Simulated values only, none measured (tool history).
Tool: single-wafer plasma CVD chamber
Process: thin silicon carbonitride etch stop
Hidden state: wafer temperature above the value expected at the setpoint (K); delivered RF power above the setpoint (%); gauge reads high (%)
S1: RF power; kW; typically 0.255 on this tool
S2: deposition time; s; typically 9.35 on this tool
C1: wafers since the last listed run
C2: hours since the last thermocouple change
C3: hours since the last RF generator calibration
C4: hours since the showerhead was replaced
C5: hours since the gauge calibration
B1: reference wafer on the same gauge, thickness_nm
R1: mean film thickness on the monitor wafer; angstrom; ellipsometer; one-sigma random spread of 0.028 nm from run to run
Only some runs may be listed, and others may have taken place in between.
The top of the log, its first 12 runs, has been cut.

Run 13, hour 1085.6: usual settings but S1 0.24 kW; C1 1932; C2 212.6; C3 230.4; C4 373.6; C5 1345.9; B1 5.333. Result: R1 55.29 angstrom.
Run 14, hour 1145.2: usual settings; C1 1851; C2 272.2; C3 290; C4 433.2; C5 1405.5; B1 5.32. Result: R1 56.13 angstrom.
Run 15, hour 1186: usual settings; C1 1267; C2 313; C3 330.8; C4 474; C5 1446.3; B1 5.327. Result: R1 56.1 angstrom.
Run 16, hour 1236.5: usual settings but S1 0.205 kW, S2 8.28 s; C1 1569; C2 363.5; C3 381.3; C4 524.5; C5 1496.8; B1 5.334. Result: R1 46.14 angstrom.
Run 17, hour 1272.5: usual settings but S1 0.23 kW, S2 7.8 s; C1 1118; C2 399.5; C3 417.3; C4 560.5; C5 1532.8; B1 5.333. Result: R1 45.5 angstrom.
Run 18, hour 1364.9: usual settings; C1 2871; C2 491.9; C3 509.7; C4 652.9; C5 1625.2; B1 5.332. Result: R1 56.44 angstrom.
Run 19, hour 1403.2: usual settings but S1 0.21 kW, S2 8.63 s; C1 1190; C2 530.2; C3 548; C4 691.2; C5 1663.5; B1 5.343. Result: R1 48.9 angstrom.
Run 20, hour 1482.7: usual settings; C1 2470; C2 609.7; C3 627.5; C4 770.7; C5 1743; B1 5.331. Result: R1 56.28 angstrom.
Run 21, hour 1528.2: usual settings but S1 0.29 kW, S2 7.57 s; C1 1413; C2 655.2; C3 673; C4 816.2; C5 1788.5; B1 5.325. Result: R1 47.29 angstrom.
Run 22, hour 1618.7: usual settings; C1 2811; C2 745.7; C3 763.5; C4 906.7; C5 1879; B1 5.323. Result: R1 55.41 angstrom.
Run 23, hour 1708.2: usual settings but S1 0.28 kW, S2 8.56 s; C1 2780; C2 835.2; C3 853; C4 996.2; C5 1968.5; B1 5.33. Result: R1 52.39 angstrom.
At hour 1742.4: gauge calibrated.
Run 24, hour 1744.4: usual settings but S1 0.225 kW, S2 8.75 s; C1 1124; C2 871.4; C3 889.2; C4 1032.4; C5 2; B1 5.335. Result: R1 49.93 angstrom.
Run 25, hour 1993: usual settings but S1 0.27 kW, S2 10.93 s; C1 7724; C2 1120; C3 1137.8; C4 1281; C5 250.6; B1 5.33. Result: R1 65.95 angstrom.
Run 26, hour 2035.1: usual settings but S1 0.3 kW, S2 10.87 s; C1 1308; C2 1162.1; C3 1179.9; C4 1323.1; C5 292.7; B1 5.334. Result: R1 67.53 angstrom.
Run 27, hour 2130: usual settings; C1 2948; C2 1257; C3 1274.8; C4 1418; C5 387.6; B1 5.327. Result: R1 55.56 angstrom.
Run 28, hour 2170.1: usual settings but S1 0.225 kW, S2 10.69 s; C1 1245; C2 1297.1; C3 1314.9; C4 1458.1; C5 427.7; B1 5.327. Result: R1 61.01 angstrom.
Run 29, hour 2221: usual settings but S1 0.21 kW, S2 7.94 s; C1 1581; C2 1348; C3 1365.8; C4 1509; C5 478.6; B1 5.321. Result: R1 44.67 angstrom.
Run 30, hour 2294.8: usual settings but S1 0.285 kW, S2 10.4 s; C1 2293; C2 1421.8; C3 1439.6; C4 1582.8; C5 552.4; B1 5.334. Result: R1 63.35 angstrom.

Here are 5 independent what-if runs from the current tool condition. What would each one return?
Run A, hour 2295.2: usual settings; C1 12; C2 1422.2; C3 1440; C4 1583.2; C5 552.8; B1 ?. Result: R1 ?.
Run B, hour 2295.2: usual settings but S1 0.225 kW, S2 8.32 s; C1 12; C2 1422.2; C3 1440; C4 1583.2; C5 552.8; B1 ?. Result: R1 ?.
Run C, hour 2295.2: usual settings but S1 0.225 kW, S2 7.91 s; C1 12; C2 1422.2; C3 1440; C4 1583.2; C5 552.8; B1 ?. Result: R1 ?.
Run D, hour 2295.2: usual settings but S1 0.235 kW, S2 11.21 s; C1 12; C2 1422.2; C3 1440; C4 1583.2; C5 552.8; B1 ?. Result: R1 ?.
Run E, hour 2295.2: usual settings but S1 0.295 kW, S2 10.63 s; C1 12; C2 1422.2; C3 1440; C4 1583.2; C5 552.8; B1 ?. Result: R1 ?.

run     B1     R1
  A  5.336  55.12
  B  5.336  47.27
  C  5.336  44.94
  D  5.336  64.51
  E  5.336  65.43
Stripped of hidden state, with their random variation kept, the same runs would have yielded:
run     R1
  A  56.22
  B  48.21
  C  45.84
  D   65.8
  E  66.73
